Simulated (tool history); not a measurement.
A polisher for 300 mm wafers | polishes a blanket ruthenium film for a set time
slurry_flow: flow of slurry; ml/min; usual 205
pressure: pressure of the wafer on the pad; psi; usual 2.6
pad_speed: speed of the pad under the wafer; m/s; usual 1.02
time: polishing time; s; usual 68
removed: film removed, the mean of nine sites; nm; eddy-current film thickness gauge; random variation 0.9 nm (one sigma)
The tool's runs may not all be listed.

run   hour  slurry_flow  pressure  pad_speed  time  wafers since the last listed run  wafers polished on this pad  hours since the slurry nozzle was cleaned  hours since the head pressure was calibrated  incoming thickness of the incoming film, nm  removed
  1    0.0          205       3.2       1.24    68                                 0                         1783                                      159.5                                         596.5                                        350.5    166.7
      11.7  -- worn pad replaced by a new one
  2   23.2          205       3.2       1.24    68                               210                          126                                      182.7                                         619.7                                        353.5    166.1
  3   48.9          205       2.6       0.82    68                               281                          408                                      208.4                                         645.4                                        354.4     92.8
  4   66.7          205       2.6       0.82    68                               195                          603                                      226.2                                         663.2                                        351.1     91.5
  5  146.8          205       2.6       0.90    68                               878                         1482                                      306.3                                         743.3                                        346.5    100.4
     158.6  -- slurry nozzle cleaned
  6  159.3          205       2.6       0.90    68                               126                         1608                                        0.7                                         755.8                                        354.7    101.2
     185.5  -- worn pad replaced by a new one
  7  194.9          205       2.6       0.90    68                               346                          103                                       36.3                                         791.4                                        352.2    100.0
  8  225.2          205       2.6       1.02    68                               332                          435                                       66.6                                         821.7                                        356.1    113.9
  9  257.2          205       2.6       1.02    68                               351                          786                                       98.6                                         853.7                                        349.8    111.4
 10  279.7          205       2.6       1.02    68                               246                         1033                                      121.1                                         876.2                                        345.9    114.8
 11  306.8          205       2.6       1.02    68                               297                         1330                                      148.2                                         903.3                                        351.6    112.8
 12  332.0          205       2.6       1.02    68                               276                         1607                                      173.4                                         928.5                                        345.0    113.7
     336.3  -- worn pad replaced by a new one
 13  354.4          205       2.6       0.90    51                               201                          198                                      195.8                                         950.9                                        349.9     75.8
 14  372.2          205       2.6       0.90    51                               195                          393                                      213.6                                         968.7                                        349.3     76.2
 15  391.8          205       2.6       1.02    68                               215                          608                                      233.2                                         988.3                                        354.4    113.0
 16  492.2          205       2.9       1.02    60                              1101                         1710                                      333.6                                        1088.7                                        355.2    111.1
     502.0  -- slurry nozzle cleaned
     517.0  -- worn pad replaced by a new one
 17  523.8          205       2.6       0.68    68                               291                           74                                       21.8                                        1120.3                                        352.4     77.3
 18  542.4          205       2.6       1.02    68                               204                          278                                       40.4                                        1138.9                                        355.4    110.5
 19  576.7          205       2.6       1.02    68                               376                          655                                       74.7                                        1173.2                                        353.9    111.7
 20  602.2          205       2.6       1.02    68                               279                          934                                      100.2                                        1198.7                                        344.2    113.3
     632.9  -- head pressure recalibrated
 21  637.3          205       2.6       1.02    68                               363                         1298                                      135.3                                           4.4                                        356.5    112.5
 22  654.8          260       2.6       1.02    78                               191                         1490                                      152.8                                          21.9                                        357.3    133.7
 23  668.3          205       2.1       1.02    46                               148                         1638                                      166.3                                          35.4                                        347.8     61.2
     691.3  -- worn pad replaced by a new one
 24  691.8          170       3.0       0.76    51                               213                            4                                      189.8                                          58.9                                        350.2     72.6
 25  703.4          205       2.6       1.02    74                               127                          132                                      201.4                                          70.5                                        348.5    122.2
 26  716.9          205       2.6       1.02    68                               148                          280                                      214.9                                          84.0                                        348.9    111.9
 27  742.0          205       1.8       1.02    89                               275                          555                                      240.0                                         109.1                                        348.5    102.0
 28  755.3          205       3.2       1.24    68                               145                          701                                      253.3                                         122.4                                        348.4    167.4
 29  770.6          175       2.6       1.02    68                               167                          869                                      268.6                                         137.7                                        347.1    109.8
 30  789.5          205       2.6       0.92    68                               207                         1076                                      287.5                                         156.6                                        354.3    102.2
 31  825.0          140       3.2       1.20    59                               389                         1466                                      323.0                                         192.1                                        354.7    130.9
 32  839.2          140       3.2       0.68    86                               155                         1622                                      337.2                                         206.3                                        349.3    113.0

4 ways to go on from here, each from the tool as it stands after run 32. What would each give?
  A  839.6          205       2.6       1.02    68                                 4                         1626                                      337.6                                         206.7                                        354.9        ?
  B  839.6          160       2.1       1.36    88                                 4                         1626                                      337.6                                         206.7                                        354.9        ?
  C  839.6          205       2.6       0.72    85                                 4                         1626                                      337.6                                         206.7                                        354.9        ?
  D  839.6          205       3.0       1.02    68                                 4                         1626                                      337.6                                         206.7                                        354.9        ?

run  removed
  A    113.7
  B    149.4
  C    103.3
  D    131.2
Without the tool's hidden state the same runs would have given:
run  removed
  A    113.7
  B    149.4
  C    103.3
  D    131.2
